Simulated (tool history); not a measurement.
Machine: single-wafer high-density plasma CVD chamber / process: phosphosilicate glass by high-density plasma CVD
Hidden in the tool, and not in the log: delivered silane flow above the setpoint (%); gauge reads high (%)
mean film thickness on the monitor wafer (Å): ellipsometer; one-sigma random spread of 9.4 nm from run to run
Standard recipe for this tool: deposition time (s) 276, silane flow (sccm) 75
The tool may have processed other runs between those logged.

| run | hour | deposition time (s) | silane flow (sccm) | wafers since the last listed run | hours since the silane flow controller was replaced | hours since the gauge calibration | read-back reference wafer on the same gauge, thickness_nm | mean film thickness on the monitor wafer (Å) |
|---|---|---|---|---|---|---|---|---|
| 1 | 0.0 | 276 | 67 | 0 | 2521.1 | 250.4 | 1850.172 | 19172.16 |
| 2 | 61.8 | 276 | 67 | 389 | 2582.9 | 312.2 | 1853.123 | 19236.37 |
| 3 | 97.9 | 276 | 75 | 227 | 2619.0 | 348.3 | 1852.452 | 21598.98 |
| 4 | 138.8 | 276 | 75 | 257 | 2659.9 | 389.2 | 1854.202 | 21624.28 |
| 5 | 165.6 | 276 | 75 | 168 | 2686.7 | 416.0 | 1850.946 | 21483.18 |
| 6 | 216.2 | 276 | 75 | 318 | 2737.3 | 466.6 | 1853.149 | 21537.72 |
| 7 | 276.0 | 276 | 68 | 376 | 2797.1 | 526.4 | 1849.572 | 19670.44 |
| 8 | 305.8 | 276 | 68 | 187 | 2826.9 | 556.2 | 1850.832 | 19665.90 |
| 9 | 375.3 | 276 | 75 | 437 | 2896.4 | 625.7 | 1852.242 | 21511.65 |
| 10 | 445.8 | 276 | 75 | 443 | 2966.9 | 696.2 | 1845.280 | 21398.20 |
| 11 | 502.9 | 259 | 75 | 359 | 3024.0 | 753.3 | 1852.654 | 20381.46 |
| 12 | 567.8 | 276 | 75 | 408 | 3088.9 | 818.2 | 1850.883 | 21664.06 |
| 13 | 614.8 | 276 | 75 | 295 | 3135.9 | 865.2 | 1850.896 | 21607.22 |
| 14 | 679.6 | 276 | 75 | 407 | 3200.7 | 930.0 | 1846.346 | 21744.31 |
| 15 | 738.8 | 235 | 66 | 372 | 3259.9 | 989.2 | 1851.778 | 16167.04 |
| 16 | 771.8 | 245 | 63 | 207 | 3292.9 | 1022.2 | 1847.526 | 16191.65 |
| 17 | 873.1 | 322 | 80 | 637 | 3394.2 | 1123.5 | 1850.809 | 27047.88 |
|  | 897.8 | gauge calibrated |
| 18 | 932.0 | 258 | 85 | 370 | 3453.1 | 34.2 | 1849.281 | 23220.44 |
| 19 | 970.5 | 276 | 75 | 242 | 3491.6 | 72.7 | 1852.939 | 21868.17 |
| 20 | 997.1 | 252 | 75 | 167 | 3518.2 | 99.3 | 1850.003 | 19847.25 |
| 21 | 1027.2 | 318 | 89 | 189 | 3548.3 | 129.4 | 1846.857 | 29979.09 |
| 22 | 1085.9 | 276 | 75 | 369 | 3607.0 | 188.1 | 1846.059 | 21888.22 |
| 23 | 1153.3 | 233 | 75 | 424 | 3674.4 | 255.5 | 1851.558 | 18429.52 |
| 24 | 1206.4 | 298 | 80 | 334 | 3727.5 | 308.6 | 1851.218 | 25291.64 |
|  | 1219.3 | silane flow controller replaced |
| 25 | 1417.9 | 297 | 67 | 1281 | 198.6 | 520.1 | 1852.317 | 19974.84 |
| 26 | 1451.1 | 222 | 68 | 209 | 231.8 | 553.3 | 1848.312 | 15227.38 |
| 27 | 1513.0 | 304 | 62 | 389 | 293.7 | 615.2 | 1849.595 | 18924.62 |
| 28 | 1542.2 | 276 | 75 | 183 | 322.9 | 644.4 | 1848.105 | 20920.22 |

Forecast each of these 4 alternatives for the next run:
| A | 1542.7 | 309 | 75 | 3 | 323.4 | 644.9 | ? | ? |
| B | 1542.7 | 300 | 75 | 3 | 323.4 | 644.9 | ? | ? |
| C | 1542.7 | 257 | 89 | 3 | 323.4 | 644.9 | ? | ? |
| D | 1542.7 | 246 | 67 | 3 | 323.4 | 644.9 | ? | ? |

| run | read-back reference wafer on the same gauge, thickness_nm | mean film thickness on the monitor wafer (Å) |
|---|---|---|
| A | 1849.554 | 23068.60 |
| B | 1849.554 | 22396.70 |
| C | 1849.554 | 22767.98 |
| D | 1849.554 | 16406.33 |
With no hidden state in the tool, these same runs would have given:
| run | mean film thickness on the monitor wafer (Å) |
|---|---|
| A | 22866.93 |
| B | 22200.90 |
| C | 22568.94 |
| D | 16262.90 |

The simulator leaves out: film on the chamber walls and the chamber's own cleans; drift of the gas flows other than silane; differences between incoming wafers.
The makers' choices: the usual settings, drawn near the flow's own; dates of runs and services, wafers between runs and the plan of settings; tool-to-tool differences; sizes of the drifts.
